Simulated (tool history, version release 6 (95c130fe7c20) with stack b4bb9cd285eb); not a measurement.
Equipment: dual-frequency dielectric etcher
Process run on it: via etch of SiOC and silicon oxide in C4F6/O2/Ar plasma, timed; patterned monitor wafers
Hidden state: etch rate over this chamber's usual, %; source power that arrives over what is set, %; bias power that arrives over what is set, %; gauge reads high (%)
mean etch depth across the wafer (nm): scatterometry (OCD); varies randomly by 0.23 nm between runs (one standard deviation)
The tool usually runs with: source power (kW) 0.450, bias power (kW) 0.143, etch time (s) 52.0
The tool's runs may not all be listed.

run   hour  source power (kW)  bias power (kW)  etch time (s)  wafers since the last listed run  hours since the last wet clean  hours since the last source power generator calibration  hours since the last bias power generator calibration  hours since the last upper electrode change  hours since the gauge calibration  read-back reference wafer on the same gauge, depth_nm  mean etch depth across the wafer (nm)
  1    0.0              0.450            0.143           52.0                                 0                           306.6                                                   2661.5                                                 2633.0                                       5632.9                              484.8                                                   57.4                                   60.0
  2   25.6              0.450            0.143           52.0                               212                           332.2                                                   2687.1                                                 2658.6                                       5658.5                              510.4                                                   57.3                                   60.4
  3   50.1              0.450            0.143           52.0                               203                           356.7                                                   2711.6                                                 2683.1                                       5683.0                              534.9                                                   57.4                                   60.6
      79.1  -- wet clean of the chamber
  4   79.6              0.450            0.143           52.0                                45                             0.5                                                   2741.1                                                 2712.6                                       5712.5                              564.4                                                   57.4                                   58.9
  5  106.9              0.450            0.143           52.0                               227                            27.8                                                   2768.4                                                 2739.9                                       5739.8                              591.7                                                   57.4                                   59.0
  6  123.9              0.450            0.143           52.0                               141                            44.8                                                   2785.4                                                 2756.9                                       5756.8                              608.7                                                   57.4                                   58.7
  7  155.1              0.450            0.143           52.0                               259                            76.0                                                   2816.6                                                 2788.1                                       5788.0                              639.9                                                   57.4                                   58.8
  8  170.8              0.450            0.143           52.0                               130                            91.7                                                   2832.3                                                 2803.8                                       5803.7                              655.6                                                   57.4                                   59.3
  9  188.8              0.450            0.143           52.0                               149                           109.7                                                   2850.3                                                 2821.8                                       5821.7                              673.6                                                   57.4                                   59.5
 10  207.1              0.450            0.143           52.0                               152                           128.0                                                   2868.6                                                 2840.1                                       5840.0                              691.9                                                   57.3                                   59.6
 11  241.5              0.450            0.143           57.5                               286                           162.4                                                   2903.0                                                 2874.5                                       5874.4                              726.3                                                   57.4                                   66.1
 12  272.4              0.450            0.143           57.5                               257                           193.3                                                   2933.9                                                 2905.4                                       5905.3                              757.2                                                   57.3                                   66.5
 13  296.4              0.450            0.115           47.0                               199                           217.3                                                   2957.9                                                 2929.4                                       5929.3                              781.2                                                   57.5                                   51.0
 14  332.2              0.450            0.143           52.0                               297                           253.1                                                   2993.7                                                 2965.2                                       5965.1                              817.0                                                   57.4                                   60.8
     344.0  -- gauge calibrated
 15  368.0              0.450            0.143           52.0                               297                           288.9                                                   3029.5                                                 3001.0                                       6000.9                               24.0                                                   57.4                                   60.6
 16  389.5              0.350            0.111           38.0                               178                           310.4                                                   3051.0                                                 3022.5                                       6022.4                               45.5                                                   57.4                                   37.2
 17  404.0              0.450            0.143           52.0                               120                           324.9                                                   3065.5                                                 3037.0                                       6036.9                               60.0                                                   57.4                                   61.5
     429.1  -- bias power generator calibrated
     443.4  -- wet clean of the chamber
 18  443.9              0.410            0.121           63.5                               179                             0.5                                                   3105.4                                                   14.8                                       6076.8                               99.9                                                   57.4                                   65.1
 19  454.1              0.450            0.143           52.0                                84                            10.7                                                   3115.6                                                   25.0                                       6087.0                              110.1                                                   57.4                                   58.0
 20  487.4              0.450            0.143           52.0                               277                            44.0                                                   3148.9                                                   58.3                                       6120.3                              143.4                                                   57.4                                   58.3
     523.5  -- upper electrode replaced
 21  524.0              0.530            0.121           45.0                               104                            80.6                                                   3185.5                                                   94.9                                          0.5                              180.0                                                   57.5                                   51.7
 22  569.6              0.380            0.123           52.0                               379                           126.2                                                   3231.1                                                  140.5                                         46.1                              225.6                                                   57.4                                   53.1
     575.4  -- source power generator calibrated
 23  583.9              0.450            0.157           52.0                                85                           140.5                                                      8.5                                                  154.8                                         60.4                              239.9                                                   57.4                                   61.0
 24  614.7              0.450            0.143           52.0                               256                           171.3                                                     39.3                                                  185.6                                         91.2                              270.7                                                   57.4                                   59.8
 25  645.1              0.550            0.143           45.0                               252                           201.7                                                     69.7                                                  216.0                                        121.6                              301.1                                                   57.4                                   56.0
 26  669.2              0.450            0.143           52.0                               200                           225.8                                                     93.8                                                  240.1                                        145.7                              325.2                                                   57.4                                   60.5
 27  696.8              0.540            0.143           52.0                               229                           253.4                                                    121.4                                                  267.7                                        173.3                              352.8                                                   57.4                                   64.8
 28  719.3              0.450            0.122           42.0                               187                           275.9                                                    143.9                                                  290.2                                        195.8                              375.3                                                   57.4                                   46.3
 29  750.2              0.540            0.143           61.0                               257                           306.8                                                    174.8                                                  321.1                                        226.7                              406.2                                                   57.4                                   76.4

Hidden state, per run?
source power that arrives over what is set, %: 0 across all the runs
bias power that arrives over what is set, %: 0 across all the runs
gauge reads high (%): 0 across all the runs
H1: etch rate over this chamber's usual, %
run      H1
  1    2.82
  2    3.13
  3    3.42
  4   0.434
  5   0.761
  6   0.964
  7    1.34
  8    1.52
  9    1.74
 10    1.96
 11    2.37
 12    2.74
 13    3.03
 14    3.45
 15    3.88
 16    4.14
 17    4.31
 18   -0.24
 19  -0.118
 20    0.28
 21   0.717
 22    1.26
 23    1.43
 24     1.8
 25    2.17
 26    2.45
 27    2.78
 28    3.05
 29    3.42
